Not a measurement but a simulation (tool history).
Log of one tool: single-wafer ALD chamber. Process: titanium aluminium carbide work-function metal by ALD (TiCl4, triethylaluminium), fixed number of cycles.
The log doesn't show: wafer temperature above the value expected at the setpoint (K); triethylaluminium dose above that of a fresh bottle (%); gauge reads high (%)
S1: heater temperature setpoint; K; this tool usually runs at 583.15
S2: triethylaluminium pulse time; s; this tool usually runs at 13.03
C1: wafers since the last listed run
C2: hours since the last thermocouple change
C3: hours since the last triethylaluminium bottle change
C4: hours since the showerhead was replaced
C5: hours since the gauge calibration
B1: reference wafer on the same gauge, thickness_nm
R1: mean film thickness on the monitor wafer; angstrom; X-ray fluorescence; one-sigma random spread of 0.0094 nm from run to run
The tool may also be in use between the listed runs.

{"run": 1, "day": 0.0, "S1": 583.15, "S2": 13.03, "C1": 0, "C2": 1099.2, "C3": 1179.3, "C4": 3464.8, "C5": 1154.5, "B1": 2.02, "R1": 20.37}
{"day": 0.479, "done": "triethylaluminium bottle replaced"}
{"run": 2, "day": 1.875, "S1": 583.15, "S2": 13.03, "C1": 240, "C2": 1144.2, "C3": 33.5, "C4": 3509.8, "C5": 1199.5, "B1": 2.021, "R1": 20.92}
{"run": 3, "day": 3.704, "S1": 583.15, "S2": 13.03, "C1": 285, "C2": 1188.1, "C3": 77.4, "C4": 3553.7, "C5": 1243.4, "B1": 2.019, "R1": 20.9}
{"run": 4, "day": 4.879, "S1": 583.15, "S2": 13.03, "C1": 183, "C2": 1216.3, "C3": 105.6, "C4": 3581.9, "C5": 1271.6, "B1": 2.021, "R1": 20.81}
{"run": 5, "day": 6.771, "S1": 583.15, "S2": 13.03, "C1": 295, "C2": 1261.7, "C3": 151.0, "C4": 3627.3, "C5": 1317.0, "B1": 2.02, "R1": 21.06}
{"run": 6, "day": 8.179, "S1": 583.15, "S2": 13.03, "C1": 219, "C2": 1295.5, "C3": 184.8, "C4": 3661.1, "C5": 1350.8, "B1": 2.022, "R1": 20.98}
{"run": 7, "day": 9.546, "S1": 583.15, "S2": 13.03, "C1": 213, "C2": 1328.3, "C3": 217.6, "C4": 3693.9, "C5": 1383.6, "B1": 2.02, "R1": 21.1}
{"run": 8, "day": 11.929, "S1": 583.15, "S2": 13.03, "C1": 372, "C2": 1385.5, "C3": 274.8, "C4": 3751.1, "C5": 1440.8, "B1": 2.022, "R1": 21.05}
{"run": 9, "day": 14.533, "S1": 583.15, "S2": 13.03, "C1": 406, "C2": 1448.0, "C3": 337.3, "C4": 3813.6, "C5": 1503.3, "B1": 2.022, "R1": 21.02}
{"run": 10, "day": 16.625, "S1": 589.15, "S2": 8.95, "C1": 326, "C2": 1498.2, "C3": 387.5, "C4": 3863.8, "C5": 1553.5, "B1": 2.02, "R1": 20.67}
{"run": 11, "day": 19.633, "S1": 583.15, "S2": 16.94, "C1": 469, "C2": 1570.4, "C3": 459.7, "C4": 3936.0, "C5": 1625.7, "B1": 2.021, "R1": 21.1}
{"run": 12, "day": 20.742, "S1": 583.15, "S2": 16.94, "C1": 173, "C2": 1597.0, "C3": 486.3, "C4": 3962.6, "C5": 1652.3, "B1": 2.02, "R1": 21.18}
{"run": 13, "day": 22.938, "S1": 583.15, "S2": 11.94, "C1": 342, "C2": 1649.7, "C3": 539.0, "C4": 4015.3, "C5": 1705.0, "B1": 2.02, "R1": 20.83}
{"day": 23.896, "done": "gauge calibrated"}
{"run": 14, "day": 28.683, "S1": 572.15, "S2": 9.59, "C1": 897, "C2": 1787.6, "C3": 676.9, "C4": 4153.2, "C5": 114.9, "B1": 2.019, "R1": 19.25}
{"run": 15, "day": 31.029, "S1": 574.15, "S2": 8.38, "C1": 366, "C2": 1843.9, "C3": 733.2, "C4": 4209.5, "C5": 171.2, "B1": 2.02, "R1": 19.03}
{"run": 16, "day": 33.1, "S1": 583.15, "S2": 15.95, "C1": 323, "C2": 1893.6, "C3": 782.9, "C4": 4259.2, "C5": 220.9, "B1": 2.021, "R1": 21.29}
{"day": 33.608, "done": "showerhead replaced"}
{"run": 17, "day": 34.125, "S1": 573.15, "S2": 17.6, "C1": 108, "C2": 1918.2, "C3": 807.5, "C4": 12.4, "C5": 245.5, "B1": 2.02, "R1": 20.36}
{"run": 18, "day": 36.617, "S1": 570.15, "S2": 16.45, "C1": 389, "C2": 1978.0, "C3": 867.3, "C4": 72.2, "C5": 305.3, "B1": 2.018, "R1": 19.95}
{"run": 19, "day": 38.575, "S1": 572.15, "S2": 10.56, "C1": 305, "C2": 2025.0, "C3": 914.3, "C4": 119.2, "C5": 352.3, "B1": 2.019, "R1": 19.41}
{"day": 40.417, "done": "triethylaluminium bottle replaced"}
{"run": 20, "day": 40.438, "S1": 598.15, "S2": 16.99, "C1": 238, "C2": 2069.7, "C3": 0.5, "C4": 163.9, "C5": 397.0, "B1": 2.018, "R1": 22.65}
{"run": 21, "day": 41.612, "S1": 583.15, "S2": 13.03, "C1": 183, "C2": 2097.9, "C3": 28.7, "C4": 192.1, "C5": 425.2, "B1": 2.021, "R1": 21.03}
{"run": 22, "day": 43.688, "S1": 583.15, "S2": 15.04, "C1": 324, "C2": 2147.7, "C3": 78.5, "C4": 241.9, "C5": 475.0, "B1": 2.019, "R1": 21.34}
{"run": 23, "day": 44.742, "S1": 590.15, "S2": 8.96, "C1": 164, "C2": 2173.0, "C3": 103.8, "C4": 267.2, "C5": 500.3, "B1": 2.02, "R1": 21.37}
{"run": 24, "day": 46.483, "S1": 578.15, "S2": 10.57, "C1": 272, "C2": 2214.8, "C3": 145.6, "C4": 309.0, "C5": 542.1, "B1": 2.021, "R1": 20.39}
{"day": 51.029, "done": "thermocouple changed; heater temperature recalibrated"}
{"run": 25, "day": 54.779, "S1": 594.15, "S2": 8.99, "C1": 1243, "C2": 90.0, "C3": 344.7, "C4": 508.1, "C5": 741.2, "B1": 2.02, "R1": 20.89}
{"run": 26, "day": 56.246, "S1": 583.15, "S2": 10.38, "C1": 229, "C2": 125.2, "C3": 379.9, "C4": 543.3, "C5": 776.4, "B1": 2.02, "R1": 20.17}
{"run": 27, "day": 58.392, "S1": 583.15, "S2": 13.03, "C1": 335, "C2": 176.7, "C3": 431.4, "C4": 594.8, "C5": 827.9, "B1": 2.02, "R1": 20.62}
{"run": 28, "day": 60.004, "S1": 594.15, "S2": 8.99, "C1": 251, "C2": 215.4, "C3": 470.1, "C4": 633.5, "C5": 866.6, "B1": 2.02, "R1": 21.07}
{"run": 29, "day": 61.812, "S1": 576.15, "S2": 15.87, "C1": 282, "C2": 258.8, "C3": 513.5, "C4": 676.9, "C5": 910.0, "B1": 2.019, "R1": 20.36}
{"run": 30, "day": 64.4, "S1": 588.15, "S2": 16.14, "C1": 404, "C2": 320.9, "C3": 575.6, "C4": 739.0, "C5": 972.1, "B1": 2.02, "R1": 21.24}
{"run": 31, "day": 66.0, "S1": 593.15, "S2": 16.04, "C1": 249, "C2": 359.3, "C3": 614.0, "C4": 777.4, "C5": 1010.5, "B1": 2.02, "R1": 21.73}
{"run": 32, "day": 67.412, "S1": 595.15, "S2": 13.03, "C1": 220, "C2": 393.2, "C3": 647.9, "C4": 811.3, "C5": 1044.4, "B1": 2.02, "R1": 21.63}
{"run": 33, "day": 68.575, "S1": 583.15, "S2": 16.94, "C1": 181, "C2": 421.1, "C3": 675.8, "C4": 839.2, "C5": 1072.3, "B1": 2.019, "R1": 20.89}

Forecast each of these 4 alternatives for the next run:
{"run": "A", "day": 68.592, "S1": 583.15, "S2": 13.03, "C1": 2, "C2": 421.5, "C3": 676.2, "C4": 839.6, "C5": 1072.7, "B1": "?", "R1": "?"}
{"run": "B", "day": 68.592, "S1": 583.15, "S2": 10.44, "C1": 2, "C2": 421.5, "C3": 676.2, "C4": 839.6, "C5": 1072.7, "B1": "?", "R1": "?"}
{"run": "C", "day": 68.592, "S1": 571.15, "S2": 9.35, "C1": 2, "C2": 421.5, "C3": 676.2, "C4": 839.6, "C5": 1072.7, "B1": "?", "R1": "?"}
{"run": "D", "day": 68.592, "S1": 568.15, "S2": 14.98, "C1": 2, "C2": 421.5, "C3": 676.2, "C4": 839.6, "C5": 1072.7, "B1": "?", "R1": "?"}

run=A B1=2.019 R1=20.41
run=B B1=2.019 R1=20.05
run=C B1=2.019 R1=18.79
run=D B1=2.019 R1=19.24
Without the tool's hidden state the same runs would have given:
run=A R1=20.50
run=B R1=20.22
run=C R1=19.00
run=D R1=19.29

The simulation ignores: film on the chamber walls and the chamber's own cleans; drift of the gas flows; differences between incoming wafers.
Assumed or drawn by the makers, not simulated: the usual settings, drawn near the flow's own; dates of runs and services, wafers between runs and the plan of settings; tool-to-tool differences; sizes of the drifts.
